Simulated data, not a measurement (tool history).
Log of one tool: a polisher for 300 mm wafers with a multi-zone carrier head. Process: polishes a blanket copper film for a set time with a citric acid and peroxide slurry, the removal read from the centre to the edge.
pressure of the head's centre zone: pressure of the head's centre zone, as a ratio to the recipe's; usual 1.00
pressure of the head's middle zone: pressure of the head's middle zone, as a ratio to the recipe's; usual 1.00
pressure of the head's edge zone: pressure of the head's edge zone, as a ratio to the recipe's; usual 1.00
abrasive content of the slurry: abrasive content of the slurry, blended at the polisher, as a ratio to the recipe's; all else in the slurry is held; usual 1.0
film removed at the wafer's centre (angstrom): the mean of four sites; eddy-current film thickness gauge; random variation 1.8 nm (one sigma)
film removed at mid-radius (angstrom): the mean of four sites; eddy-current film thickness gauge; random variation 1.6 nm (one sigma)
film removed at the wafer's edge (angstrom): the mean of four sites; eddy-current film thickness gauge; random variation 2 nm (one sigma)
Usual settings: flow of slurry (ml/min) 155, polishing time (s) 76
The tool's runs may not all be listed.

run    day  flow of slurry (ml/min)  pressure of the head's centre zone  pressure of the head's middle zone  pressure of the head's edge zone  abrasive content of the slurry  polishing time (s)  incoming thickness of the incoming film, nm  film removed at the wafer's centre (angstrom)  film removed at mid-radius (angstrom)  film removed at the wafer's edge (angstrom)
  1  0.000                      155                                1.00                                1.00                              1.00                             1.0                  76                                        697.9                                           1832                                   1870                                         1867
  2  0.717                      155                                1.00                                1.00                              1.00                             1.0                  76                                        698.0                                           1825                                   1891                                         1856
  3  1.267                      155                                1.00                                1.00                              1.00                             1.0                  76                                        689.5                                           1808                                   1841                                         1876
  4  1.592                      155                                1.00                                1.00                              1.00                             1.0                  76                                        693.9                                           1802                                   1863                                         1919
  5  2.271                      155                                1.00                                1.00                              1.00                             1.0                  76                                        700.1                                           1830                                   1869                                         1905
  6  2.817                      155                                1.08                                1.00                              0.97                             1.0                  76                                        703.2                                           1951                                   1835                                         1874
  7  3.083                      155                                1.08                                1.00                              0.97                             1.0                  76                                        690.2                                           1958                                   1823                                         1832
     3.346  -- edge zone pressure recalibrated
  8  3.371                      155                                1.00                                1.00                              1.00                             1.0                  76                                        705.3                                           1802                                   1865                                         1883
  9  3.754                      155                                1.00                                1.00                              1.00                             1.0                  76                                        712.7                                           1815                                   1835                                         1875
     4.042  -- carrier head's membrane replaced by a new one
 10  4.317                      155                                1.00                                0.91                              0.95                             1.0                  92                                        704.7                                           2218                                   2094                                         2206
     4.638  -- centre zone pressure recalibrated
     4.788  -- worn pad replaced by a new one
 11  4.808                      155                                0.93                                1.00                              1.09                             1.0                  76                                        701.0                                           1680                                   1848                                         1932
 12  5.258                      180                                1.11                                0.89                              1.00                             1.2                  76                                        704.2                                           2174                                   1833                                         2011
     5.408  -- slurry nozzle cleaned
 13  5.658                      140                                1.00                                1.00                              1.11                             1.0                  76                                        705.7                                           1968                                   1958                                         2043
 14  6.071                      135                                1.08                                1.00                              1.00                             1.0                  76                                        703.3                                           2054                                   1944                                         1928
 15  6.571                      125                                1.00                                1.00                              1.00                             1.0                  76                                        712.1                                           1883                                   1899                                         1929
 16  7.121                      115                                0.90                                1.00                              1.00                             0.8                  76                                        704.1                                           1542                                   1748                                         1811
 17  7.396                      155                                1.00                                1.00                              1.00                             1.0                  76                                        708.9                                           1960                                   1971                                         1951
 18  7.688                      155                                1.00                                1.00                              1.00                             1.0                  76                                        698.7                                           1946                                   1955                                         1961

3 ways to go on from here, each from the tool as it stands after run 18. What would each give?
  A  7.704                      155                                1.00                                1.00                              1.00                             1.0                  76                                        707.4                                              ?                                      ?                                            ?
  B  7.704                      155                                0.92                                1.10                              1.12                             1.0                  63                                        707.4                                              ?                                      ?                                            ?
  C  7.704                      110                                1.00                                1.00                              1.00                             1.0                  76                                        707.4                                              ?                                      ?                                            ?

run  film removed at the wafer's centre (angstrom)  film removed at mid-radius (angstrom)  film removed at the wafer's edge (angstrom)
  A                                           1969                                   1979                                         1953
  B                                           1504                                   1772                                         1687
  C                                           1800                                   1830                                         1852
Without the tool's hidden state the same runs would have given:
run  film removed at the wafer's centre (angstrom)  film removed at mid-radius (angstrom)  film removed at the wafer's edge (angstrom)
  A                                           2063                                   2063                                         2012
  B                                           1577                                   1847                                         1738
  C                                           1919                                   1934                                         1923
